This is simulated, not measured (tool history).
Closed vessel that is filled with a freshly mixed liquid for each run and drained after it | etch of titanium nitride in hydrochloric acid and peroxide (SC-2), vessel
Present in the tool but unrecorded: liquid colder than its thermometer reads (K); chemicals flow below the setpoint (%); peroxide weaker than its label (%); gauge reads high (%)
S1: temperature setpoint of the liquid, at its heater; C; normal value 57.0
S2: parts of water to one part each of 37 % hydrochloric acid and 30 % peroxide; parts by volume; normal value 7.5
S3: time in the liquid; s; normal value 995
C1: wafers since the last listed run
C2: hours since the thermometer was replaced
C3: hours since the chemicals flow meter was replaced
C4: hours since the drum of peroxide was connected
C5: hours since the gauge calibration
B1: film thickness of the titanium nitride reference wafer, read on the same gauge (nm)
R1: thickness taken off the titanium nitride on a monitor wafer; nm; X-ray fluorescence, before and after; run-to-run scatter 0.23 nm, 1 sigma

| run | hour | S1 | S2 | S3 | C1 | C2 | C3 | C4 | C5 | B1 | R1 |
|---|---|---|---|---|---|---|---|---|---|---|---|
| 1 | 0.0 | 59.5 | 7.5 | 995 | 0 | 976.8 | 391.4 | 758.8 | 3747.9 | 109.99 | 44.42 |
| 2 | 93.5 | 57.0 | 7.5 | 995 | 3748 | 1070.3 | 484.9 | 852.3 | 3841.4 | 109.99 | 37.71 |
| 3 | 194.5 | 57.0 | 7.5 | 995 | 4048 | 1171.3 | 585.9 | 953.3 | 3942.4 | 109.96 | 37.74 |
| 4 | 253.4 | 57.0 | 7.5 | 995 | 2361 | 1230.2 | 644.8 | 1012.2 | 4001.3 | 109.97 | 36.94 |
| 5 | 334.9 | 57.0 | 7.5 | 995 | 3267 | 1311.7 | 726.3 | 1093.7 | 4082.8 | 109.96 | 36.90 |
|  | 363.2 | new drum of peroxide connected |
| 6 | 389.0 | 57.0 | 7.5 | 995 | 2128 | 1365.8 | 780.4 | 25.8 | 4136.9 | 110.00 | 40.10 |
| 7 | 427.9 | 57.0 | 7.5 | 995 | 1559 | 1404.7 | 819.3 | 64.7 | 4175.8 | 110.01 | 39.90 |
| 8 | 509.0 | 57.0 | 7.5 | 995 | 3251 | 1485.8 | 900.4 | 145.8 | 4256.9 | 110.03 | 39.63 |
|  | 584.3 | gauge calibrated |
|  | 595.7 | thermometer replaced |
| 9 | 599.0 | 57.0 | 7.5 | 995 | 3567 | 3.3 | 990.4 | 235.8 | 14.7 | 110.01 | 39.34 |
| 10 | 659.7 | 54.5 | 4.5 | 1230 | 2433 | 64.0 | 1051.1 | 296.5 | 75.4 | 110.00 | 60.27 |
| 11 | 752.9 | 57.0 | 7.5 | 995 | 3736 | 157.2 | 1144.3 | 389.7 | 168.6 | 109.99 | 38.56 |
| 12 | 801.7 | 63.0 | 7.5 | 1495 | 1956 | 206.0 | 1193.1 | 438.5 | 217.4 | 110.01 | 84.33 |
| 13 | 848.7 | 57.0 | 7.5 | 995 | 1884 | 253.0 | 1240.1 | 485.5 | 264.4 | 110.01 | 38.63 |
| 14 | 909.3 | 66.0 | 7.5 | 995 | 2429 | 313.6 | 1300.7 | 546.1 | 325.0 | 109.97 | 67.37 |
|  | 919.2 | chemicals flow meter replaced |
| 15 | 1013.2 | 57.0 | 7.5 | 995 | 4125 | 417.5 | 94.0 | 650.0 | 428.9 | 110.00 | 37.95 |
|  | 1259.2 | new drum of peroxide connected |
| 16 | 1269.3 | 54.5 | 4.5 | 1230 | 10226 | 673.6 | 350.1 | 10.1 | 685.0 | 110.00 | 61.54 |
| 17 | 1310.6 | 57.0 | 7.5 | 995 | 1655 | 714.9 | 391.4 | 51.4 | 726.3 | 110.02 | 39.86 |
| 18 | 1364.1 | 57.0 | 7.5 | 995 | 2144 | 768.4 | 444.9 | 104.9 | 779.8 | 109.97 | 39.46 |
| 19 | 1402.7 | 57.0 | 7.5 | 995 | 1547 | 807.0 | 483.5 | 143.5 | 818.4 | 110.01 | 39.55 |
| 20 | 1459.5 | 57.0 | 9.5 | 745 | 2277 | 863.8 | 540.3 | 200.3 | 875.2 | 110.01 | 24.46 |
| 21 | 1544.9 | 63.0 | 10.0 | 435 | 3423 | 949.2 | 625.7 | 285.7 | 960.6 | 110.02 | 19.60 |
| 22 | 1591.1 | 60.5 | 4.0 | 420 | 1852 | 995.4 | 671.9 | 331.9 | 1006.8 | 110.02 | 32.39 |
| 23 | 1674.0 | 61.0 | 11.0 | 1260 | 3323 | 1078.3 | 754.8 | 414.8 | 1089.7 | 109.98 | 46.11 |

Expected results for the next run?
| 24 | 1764.6 | 54.0 | 9.5 | 1405 | 3631 | 1168.9 | 845.4 | 505.4 | 1180.3 | ? | ? |

B1: 109.99
R1: 36.87 nm
Had the tool carried no hidden state, the very same run would have given R1 38.53 nm.

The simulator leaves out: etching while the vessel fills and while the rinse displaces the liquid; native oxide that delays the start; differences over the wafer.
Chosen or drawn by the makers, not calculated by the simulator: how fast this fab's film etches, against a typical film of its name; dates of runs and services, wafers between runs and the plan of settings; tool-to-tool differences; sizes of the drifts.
